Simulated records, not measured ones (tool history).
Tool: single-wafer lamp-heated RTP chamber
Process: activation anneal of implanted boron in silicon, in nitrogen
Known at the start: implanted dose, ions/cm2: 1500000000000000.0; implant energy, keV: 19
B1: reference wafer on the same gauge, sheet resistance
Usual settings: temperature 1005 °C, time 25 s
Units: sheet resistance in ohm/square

{"run": 1, "hour": 0.0, "temperature": 1005, "time": 30, "B1": 107.73, "sheet resistance": 90.98}
{"run": 2, "hour": 51.4, "temperature": 1005, "time": 30, "B1": 107.6, "sheet resistance": 90.7}
{"run": 3, "hour": 81.7, "temperature": 1014, "time": 28, "B1": 107.57, "sheet resistance": 88.52}
{"run": 4, "hour": 123.7, "temperature": 986, "time": 19, "B1": 107.5, "sheet resistance": 100.15}
{"run": 5, "hour": 166.6, "temperature": 1005, "time": 25, "B1": 107.5, "sheet resistance": 91.03}
{"run": 6, "hour": 195.0, "temperature": 1005, "time": 25, "B1": 107.53, "sheet resistance": 91.01}
{"run": 7, "hour": 258.0, "temperature": 1005, "time": 25, "B1": 107.66, "sheet resistance": 90.65}
{"run": 8, "hour": 318.1, "temperature": 1005, "time": 25, "B1": 107.48, "sheet resistance": 90.76}
{"run": 9, "hour": 394.1, "temperature": 1005, "time": 25, "B1": 107.46, "sheet resistance": 91.05}
{"run": 10, "hour": 435.0, "temperature": 1005, "time": 25, "B1": 107.36, "sheet resistance": 91.59}
{"hour": 452.5, "done": "reflector plate cleaned"}
{"run": 11, "hour": 489.6, "temperature": 1005, "time": 36, "B1": 107.38, "sheet resistance": 89.89}
{"hour": 537.7, "done": "pyrometer window cleaned and pyrometer calibrated"}
{"run": 12, "hour": 557.2, "temperature": 1005, "time": 31, "B1": 107.44, "sheet resistance": 90.0}
{"run": 13, "hour": 609.8, "temperature": 1005, "time": 31, "B1": 107.3, "sheet resistance": 90.47}
{"run": 14, "hour": 789.5, "temperature": 998, "time": 25, "B1": 107.12, "sheet resistance": 93.43}
{"run": 15, "hour": 836.5, "temperature": 998, "time": 25, "B1": 107.21, "sheet resistance": 92.69}
{"run": 16, "hour": 868.5, "temperature": 1005, "time": 25, "B1": 107.52, "sheet resistance": 90.99}
{"run": 17, "hour": 916.5, "temperature": 1005, "time": 35, "B1": 107.25, "sheet resistance": 89.51}
{"hour": 942.0, "done": "reflector plate cleaned"}
{"run": 18, "hour": 983.1, "temperature": 997, "time": 33, "B1": 107.36, "sheet resistance": 92.18}
{"hour": 1007.0, "done": "pyrometer window cleaned and pyrometer calibrated"}
{"run": 19, "hour": 1015.1, "temperature": 1030, "time": 25, "B1": 107.09, "sheet resistance": 86.22}
{"hour": 1042.3, "done": "gauge calibrated"}
{"run": 20, "hour": 1068.9, "temperature": 1005, "time": 14, "B1": 108.95, "sheet resistance": 93.86}
{"run": 21, "hour": 1140.7, "temperature": 1025, "time": 18, "B1": 108.84, "sheet resistance": 88.72}
{"run": 22, "hour": 1199.3, "temperature": 1005, "time": 25, "B1": 108.44, "sheet resistance": 92.01}
{"run": 23, "hour": 1269.1, "temperature": 1034, "time": 25, "B1": 108.15, "sheet resistance": 86.45}
{"run": 24, "hour": 1317.6, "temperature": 992, "time": 30, "B1": 108.24, "sheet resistance": 95.03}
{"hour": 1426.3, "done": "reflector plate cleaned"}
{"run": 25, "hour": 1469.8, "temperature": 1005, "time": 25, "B1": 107.84, "sheet resistance": 91.16}
{"run": 26, "hour": 1507.3, "temperature": 1005, "time": 39, "B1": 107.71, "sheet resistance": 89.66}
{"hour": 1575.1, "done": "pyrometer window cleaned and pyrometer calibrated"}
{"run": 27, "hour": 1610.7, "temperature": 1017, "time": 37, "B1": 107.78, "sheet resistance": 87.47}
{"run": 28, "hour": 1673.3, "temperature": 1028, "time": 36, "B1": 107.53, "sheet resistance": 85.45}
{"run": 29, "hour": 1733.8, "temperature": 978, "time": 25, "B1": 107.35, "sheet resistance": 102.73}
{"run": 30, "hour": 1858.6, "temperature": 1005, "time": 25, "B1": 107.15, "sheet resistance": 90.41}
{"run": 31, "hour": 1883.8, "temperature": 1005, "time": 25, "B1": 107.28, "sheet resistance": 90.79}
{"run": 32, "hour": 1930.7, "temperature": 991, "time": 25, "B1": 107.05, "sheet resistance": 95.78}
{"run": 33, "hour": 1969.3, "temperature": 1034, "time": 34, "B1": 107.31, "sheet resistance": 84.74}
{"hour": 1979.6, "done": "reflector plate cleaned"}
{"run": 34, "hour": 2005.5, "temperature": 1023, "time": 31, "B1": 107.06, "sheet resistance": 86.13}
{"run": 35, "hour": 2035.9, "temperature": 1016, "time": 34, "B1": 107.27, "sheet resistance": 86.97}
{"run": 36, "hour": 2107.0, "temperature": 1028, "time": 20, "B1": 106.75, "sheet resistance": 86.57}
{"hour": 2133.6, "done": "pyrometer window cleaned and pyrometer calibrated"}
{"run": 37, "hour": 2232.7, "temperature": 1005, "time": 25, "B1": 106.89, "sheet resistance": 90.43}

What the log doesn't show, run by run:
true wafer temperature minus pyrometer reading, K: 0 in every run
wafer temperature error from the tarnished reflector plate, K: 0 in every run
H1: gauge reads high (%)
run=1 H1=-1.54
run=2 H1=-1.58
run=3 H1=-1.61
run=4 H1=-1.63
run=5 H1=-1.66
run=6 H1=-1.68
run=7 H1=-1.71
run=8 H1=-1.75
run=9 H1=-1.78
run=10 H1=-1.8
run=11 H1=-1.82
run=12 H1=-1.85
run=13 H1=-1.86
run=14 H1=-1.92
run=15 H1=-1.93
run=16 H1=-1.94
run=17 H1=-1.95
run=18 H1=-1.96
run=19 H1=-1.97
run=20 H1=-0.371
run=21 H1=-0.598
run=22 H1=-0.767
run=23 H1=-0.951
run=24 H1=-1.07
run=25 H1=-1.39
run=26 H1=-1.46
run=27 H1=-1.63
run=28 H1=-1.72
run=29 H1=-1.8
run=30 H1=-1.95
run=31 H1=-1.97
run=32 H1=-2.02
run=33 H1=-2.06
run=34 H1=-2.09
run=35 H1=-2.12
run=36 H1=-2.17
run=37 H1=-2.26

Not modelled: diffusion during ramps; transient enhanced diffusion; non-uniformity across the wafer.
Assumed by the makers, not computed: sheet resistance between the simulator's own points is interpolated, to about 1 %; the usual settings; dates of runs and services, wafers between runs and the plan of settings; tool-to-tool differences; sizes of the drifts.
